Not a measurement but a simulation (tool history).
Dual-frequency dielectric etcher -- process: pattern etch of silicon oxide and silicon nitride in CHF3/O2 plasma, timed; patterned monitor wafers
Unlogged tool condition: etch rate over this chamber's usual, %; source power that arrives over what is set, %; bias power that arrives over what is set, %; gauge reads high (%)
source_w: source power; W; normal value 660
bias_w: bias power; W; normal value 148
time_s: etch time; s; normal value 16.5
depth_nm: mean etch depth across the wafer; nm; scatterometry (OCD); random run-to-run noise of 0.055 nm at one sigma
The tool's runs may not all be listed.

run	hour	source_w	bias_w	time_s	wafers since the last listed run	hours since the last wet clean	hours since the last source power generator calibration	hours since the last bias power generator calibration	hours since the last upper electrode change	hours since the gauge calibration	read-back reference wafer on the same gauge, depth_nm	depth_nm
1	0	660	163	16.5	0	41.2	486.3	2564.6	2004.1	155.7	20.69	24.7
2	95.2	660	174	16.5	1661	136.4	581.5	2659.8	2099.3	250.9	20.7	25.15
3	144.8	660	164	16.5	865	186	631.1	2709.4	2148.9	300.5	20.72	24.85
4	247.3	660	164	16.5	1789	288.5	733.6	2811.9	2251.4	403	20.7	24.84
5	300.6	660	164	16.5	930	341.8	786.9	2865.2	2304.7	456.3	20.7	24.84
6	384.7	660	148	16.5	1467	425.9	871	2949.3	2388.8	540.4	20.71	24.28
7	484.9	660	148	13	1748	526.1	971.2	3049.5	2489	640.6	20.7	19.11
# hour 534.5: wet clean of the chamber
8	547.9	660	148	13	680	13.4	1034.2	3112.5	2552	703.6	20.71	19.13
9	628.7	660	148	16.5	1410	94.2	1115	3193.3	2632.8	784.4	20.68	24.34
10	681.6	660	148	16.5	923	147.1	1167.9	3246.2	2685.7	837.3	20.69	24.28
11	737.2	660	148	16.5	970	202.7	1223.5	3301.8	2741.3	892.9	20.68	24.2
12	783	660	148	16.5	799	248.5	1269.3	3347.6	2787.1	938.7	20.71	24.21
13	861.2	710	148	16.5	1364	326.7	1347.5	3425.8	2865.3	1016.9	20.71	24.86
14	915.2	660	148	16.5	942	380.7	1401.5	3479.8	2919.3	1070.9	20.7	24.39
15	959.7	660	164	13	776	425.2	1446	3524.3	2963.8	1115.4	20.71	19.65
# hour 1054.7: upper electrode replaced
16	1055.2	660	164	16.5	1247	520.7	1541.5	3619.8	0.5	1210.9	20.72	24.99
17	1138.4	660	148	16.5	1452	603.9	1624.7	3703	83.7	1294.1	20.7	24.2
# hour 1180.1: wet clean of the chamber
18	1191.1	700	162	14	500	11	1677.4	3755.7	136.4	1346.8	20.7	21.52
19	1254.5	620	119	15	1106	74.4	1740.8	3819.1	199.8	1410.2	20.7	20.53
20	1300.2	580	179	11.5	797	120.1	1786.5	3864.8	245.5	1455.9	20.7	17.03
# hour 1320.3: gauge calibrated
21	1379.6	660	136	16.5	1385	199.5	1865.9	3944.2	324.9	59.3	20.7	23.81
# hour 1434.3: bias power generator calibrated
22	1444	510	133	14	1054	263.9	1930.3	9.7	389.3	123.7	20.7	18.31
# hour 1581.6: source power generator calibrated
23	1674.5	730	114	12.5	3953	494.4	92.9	240.2	619.8	354.2	20.72	17.69
24	1734.9	790	122	12.5	1054	554.8	153.3	300.6	680.2	414.6	20.69	18.51
# hour 1811.4: wet clean of the chamber
25	1811.9	770	148	16.5	925	0.5	230.3	377.6	757.2	491.6	20.69	25.35
26	1863.9	770	148	16.5	907	52.5	282.3	429.6	809.2	543.6	20.69	25.31
27	1900.9	660	148	21	645	89.5	319.3	466.6	846.2	580.6	20.71	30.51
28	1956.2	510	180	14.5	965	144.8	374.6	521.9	901.5	635.9	20.69	20.28
29	2007.9	660	182	18	902	196.5	426.3	573.6	953.2	687.6	20.67	27.64
30	2109.9	570	179	16.5	1780	298.5	528.3	675.6	1055.2	789.6	20.7	24.05

Forecast each of these 3 alternatives for the next run:
A	2110.3	660	148	16.5	6	298.9	528.7	676	1055.6	790	?	?
B	2110.3	750	115	16.5	6	298.9	528.7	676	1055.6	790	?	?
C	2110.3	530	164	15	6	298.9	528.7	676	1055.6	790	?	?

run	read-back reference wafer on the same gauge, depth_nm	depth_nm
A	20.71	24.16
B	20.71	23.82
C	20.71	20.88
Had the tool no hidden state, the same runs would have come out as:
run	depth_nm
A	23.97
B	23.62
C	20.72
